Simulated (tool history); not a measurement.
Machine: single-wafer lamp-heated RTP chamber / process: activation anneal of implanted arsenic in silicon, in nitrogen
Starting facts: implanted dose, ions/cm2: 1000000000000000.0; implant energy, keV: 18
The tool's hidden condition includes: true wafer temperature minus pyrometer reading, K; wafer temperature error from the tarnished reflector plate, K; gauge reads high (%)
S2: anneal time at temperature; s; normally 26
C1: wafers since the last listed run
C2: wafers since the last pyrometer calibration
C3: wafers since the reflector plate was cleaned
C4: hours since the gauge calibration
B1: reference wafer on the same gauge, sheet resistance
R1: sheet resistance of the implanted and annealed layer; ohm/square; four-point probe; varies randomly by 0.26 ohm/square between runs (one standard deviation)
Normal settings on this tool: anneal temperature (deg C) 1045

Run 1, hour 0.0: usual settings; C1 0; C2 4732; C3 12391; C4 65.2; B1 140.92. Result: R1 127.51 ohm/square.
Run 2, hour 28.5: usual settings; C1 237; C2 4969; C3 12628; C4 93.7; B1 141.17. Result: R1 127.03 ohm/square.
Run 3, hour 53.8: usual settings; C1 210; C2 5180; C3 12839; C4 119.0; B1 141.02. Result: R1 127.45 ohm/square.
Run 4, hour 85.5: usual settings; C1 263; C2 5444; C3 13103; C4 150.7; B1 140.98. Result: R1 127.09 ohm/square.
Run 5, hour 142.4: usual settings but S2 14 s; C1 473; C2 5917; C3 13577; C4 207.6; B1 141.07. Result: R1 134.95 ohm/square.
At hour 175.7: reflector plate cleaned.
Run 6, hour 215.1: usual settings; C1 538; C2 6456; C3 328; C4 280.3; B1 140.92. Result: R1 126.91 ohm/square.
Run 7, hour 264.8: usual settings; C1 413; C2 6870; C3 741; C4 330.0; B1 141.01. Result: R1 126.70 ohm/square.
At hour 315.8: gauge calibrated.
Run 8, hour 327.2: usual settings but anneal temperature (deg C) 1061, S2 30 s; C1 519; C2 7389; C3 1261; C4 11.4; B1 141.07. Result: R1 121.03 ohm/square.
At hour 392.5: pyrometer window cleaned and pyrometer calibrated.
Run 9, hour 393.0: usual settings but anneal temperature (deg C) 1037, S2 37 s; C1 481; C2 4; C3 1742; C4 77.2; B1 141.00. Result: R1 122.51 ohm/square.
Run 10, hour 420.4: usual settings but anneal temperature (deg C) 1036, S2 36 s; C1 228; C2 232; C3 1970; C4 104.6; B1 141.00. Result: R1 123.40 ohm/square.
Run 11, hour 451.6: usual settings but anneal temperature (deg C) 1065, S2 30 s; C1 259; C2 492; C3 2230; C4 135.8; B1 141.06. Result: R1 118.12 ohm/square.

For run 12, what comes out?
At hour 470.4: pyrometer window cleaned and pyrometer calibrated, repeated, since the last time left the tool worse.
Run 12, hour 479.6: usual settings but anneal temperature (deg C) 1020; C1 166; C2 76; C3 2396; C4 163.8; B1 ?. Result: R1 ?.

Run 12 measured B1 140.98, R1 135.52 ohm/square.
Without the tool's hidden state the same run would have given R1 135.61 ohm/square.

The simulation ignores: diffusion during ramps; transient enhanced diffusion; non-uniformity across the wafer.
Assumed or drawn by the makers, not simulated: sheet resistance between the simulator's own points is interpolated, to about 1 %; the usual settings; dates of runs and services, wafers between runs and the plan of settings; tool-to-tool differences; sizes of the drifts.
